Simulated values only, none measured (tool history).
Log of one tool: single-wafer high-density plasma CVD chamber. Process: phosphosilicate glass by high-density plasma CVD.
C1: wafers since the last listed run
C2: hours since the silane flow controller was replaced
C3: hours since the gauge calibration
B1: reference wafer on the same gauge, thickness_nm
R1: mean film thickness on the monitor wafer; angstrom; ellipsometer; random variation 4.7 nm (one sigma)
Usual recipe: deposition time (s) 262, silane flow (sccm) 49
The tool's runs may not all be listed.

run 1 hour=0.0 | deposition_time_(s)=262 silane_flow_(sccm)=52 | C1=0 C2=2447.8 C3=515.2 | B1=1331.744 | R1=12813.64
run 2 hour=66.9 | deposition_time_(s)=262 silane_flow_(sccm)=52 | C1=504 C2=2514.7 C3=582.1 | B1=1329.684 | R1=12879.21
run 3 hour=116.6 | deposition_time_(s)=262 silane_flow_(sccm)=52 | C1=374 C2=2564.4 C3=631.8 | B1=1331.717 | R1=12824.26
run 4 hour=156.9 | deposition_time_(s)=262 silane_flow_(sccm)=49 | C1=303 C2=2604.7 C3=672.1 | B1=1329.352 | R1=12131.54
run 5 hour=190.0 | deposition_time_(s)=262 silane_flow_(sccm)=49 | C1=249 C2=2637.8 C3=705.2 | B1=1330.251 | R1=12212.61
run 6 hour=249.9 | deposition_time_(s)=262 silane_flow_(sccm)=49 | C1=451 C2=2697.7 C3=765.1 | B1=1328.219 | R1=12152.93
run 7 hour=316.7 | deposition_time_(s)=262 silane_flow_(sccm)=49 | C1=503 C2=2764.5 C3=831.9 | B1=1332.171 | R1=12089.82
run 8 hour=348.6 | deposition_time_(s)=262 silane_flow_(sccm)=51 | C1=240 C2=2796.4 C3=863.8 | B1=1330.571 | R1=12616.54
run 9 hour=389.4 | deposition_time_(s)=262 silane_flow_(sccm)=51 | C1=307 C2=2837.2 C3=904.6 | B1=1329.314 | R1=12711.94
run 10 hour=429.2 | deposition_time_(s)=262 silane_flow_(sccm)=51 | C1=300 C2=2877.0 C3=944.4 | B1=1328.604 | R1=12643.33
run 11 hour=482.9 | deposition_time_(s)=262 silane_flow_(sccm)=49 | C1=404 C2=2930.7 C3=998.1 | B1=1329.698 | R1=12120.43
run 12 hour=545.8 | deposition_time_(s)=237 silane_flow_(sccm)=49 | C1=474 C2=2993.6 C3=1061.0 | B1=1329.893 | R1=11012.85
run 13 hour=585.3 | deposition_time_(s)=262 silane_flow_(sccm)=49 | C1=297 C2=3033.1 C3=1100.5 | B1=1330.607 | R1=12145.92
run 14 hour=616.0 | deposition_time_(s)=262 silane_flow_(sccm)=49 | C1=231 C2=3063.8 C3=1131.2 | B1=1331.763 | R1=12218.37
run 15 hour=665.3 | deposition_time_(s)=262 silane_flow_(sccm)=49 | C1=371 C2=3113.1 C3=1180.5 | B1=1330.330 | R1=12224.93
run 16 hour=696.2 | deposition_time_(s)=262 silane_flow_(sccm)=56 | C1=232 C2=3144.0 C3=1211.4 | B1=1332.894 | R1=13777.40
run 17 hour=749.4 | deposition_time_(s)=294 silane_flow_(sccm)=40 | C1=401 C2=3197.2 C3=1264.6 | B1=1328.359 | R1=11373.50
run 18 hour=814.7 | deposition_time_(s)=279 silane_flow_(sccm)=58 | C1=492 C2=3262.5 C3=1329.9 | B1=1332.110 | R1=15256.71
run 19 hour=855.2 | deposition_time_(s)=262 silane_flow_(sccm)=49 | C1=305 C2=3303.0 C3=1370.4 | B1=1328.270 | R1=12325.62
run 20 hour=897.9 | deposition_time_(s)=262 silane_flow_(sccm)=52 | C1=321 C2=3345.7 C3=1413.1 | B1=1330.772 | R1=12974.30
-- hour=944.2 gauge calibrated
run 21 hour=947.3 | deposition_time_(s)=262 silane_flow_(sccm)=49 | C1=372 C2=3395.1 C3=3.1 | B1=1332.039 | R1=12335.48
run 22 hour=1014.8 | deposition_time_(s)=314 silane_flow_(sccm)=58 | C1=508 C2=3462.6 C3=70.6 | B1=1329.289 | R1=17293.56
run 23 hour=1077.9 | deposition_time_(s)=262 silane_flow_(sccm)=40 | C1=475 C2=3525.7 C3=133.7 | B1=1332.943 | R1=10301.63
run 24 hour=1138.8 | deposition_time_(s)=292 silane_flow_(sccm)=49 | C1=459 C2=3586.6 C3=194.6 | B1=1329.868 | R1=13787.74
run 25 hour=1194.5 | deposition_time_(s)=232 silane_flow_(sccm)=49 | C1=419 C2=3642.3 C3=250.3 | B1=1330.775 | R1=10964.76
run 26 hour=1228.1 | deposition_time_(s)=215 silane_flow_(sccm)=39 | C1=253 C2=3675.9 C3=283.9 | B1=1329.424 | R1=8220.41
-- hour=1240.1 silane flow controller replaced
run 27 hour=1293.0 | deposition_time_(s)=279 silane_flow_(sccm)=39 | C1=428 C2=52.9 C3=348.8 | B1=1331.333 | R1=10217.20
run 28 hour=1332.4 | deposition_time_(s)=313 silane_flow_(sccm)=55 | C1=297 C2=92.3 C3=388.2 | B1=1327.753 | R1=15685.41
run 29 hour=1385.8 | deposition_time_(s)=300 silane_flow_(sccm)=52 | C1=402 C2=145.7 C3=441.6 | B1=1328.282 | R1=14343.18
run 30 hour=1451.1 | deposition_time_(s)=300 silane_flow_(sccm)=52 | C1=492 C2=211.0 C3=506.9 | B1=1327.561 | R1=14365.97
run 31 hour=1491.7 | deposition_time_(s)=216 silane_flow_(sccm)=58 | C1=306 C2=251.6 C3=547.5 | B1=1330.031 | R1=11406.00
run 32 hour=1537.5 | deposition_time_(s)=311 silane_flow_(sccm)=57 | C1=345 C2=297.4 C3=593.3 | B1=1332.265 | R1=16158.04
run 33 hour=1579.5 | deposition_time_(s)=300 silane_flow_(sccm)=54 | C1=316 C2=339.4 C3=635.3 | B1=1330.165 | R1=14816.67

Table of differences, measured result less the result of that run with no hidden state. Run-to-run variation is the same in both. Gauge scatter possibly is not:
The hidden state here: delivered silane flow above the setpoint (%); gauge reads high (%).
run=1 R1=+198.84
run=2 R1=+212.31
run=3 R1=+220.84
run=4 R1=+216.25
run=5 R1=+223.85
run=6 R1=+234.01
run=7 R1=+245.56
run=8 R1=+262.72
run=9 R1=+273.14
run=10 R1=+279.95
run=11 R1=+279.24
run=12 R1=+265.51
run=13 R1=+301.11
run=14 R1=+309.45
run=15 R1=+320.25
run=16 R1=+368.53
run=17 R1=+315.15
run=18 R1=+441.06
run=19 R1=+365.61
run=20 R1=+395.29
run=21 R1=+387.44
run=22 R1=+565.75
run=23 R1=+349.80
run=24 R1=+484.92
run=25 R1=+398.00
run=26 R1=+304.04
run=27 R1=-28.83
run=28 R1=-43.98
run=29 R1=-39.66
run=30 R1=-38.71
run=31 R1=-30.09
run=32 R1=-41.40
run=33 R1=-36.76
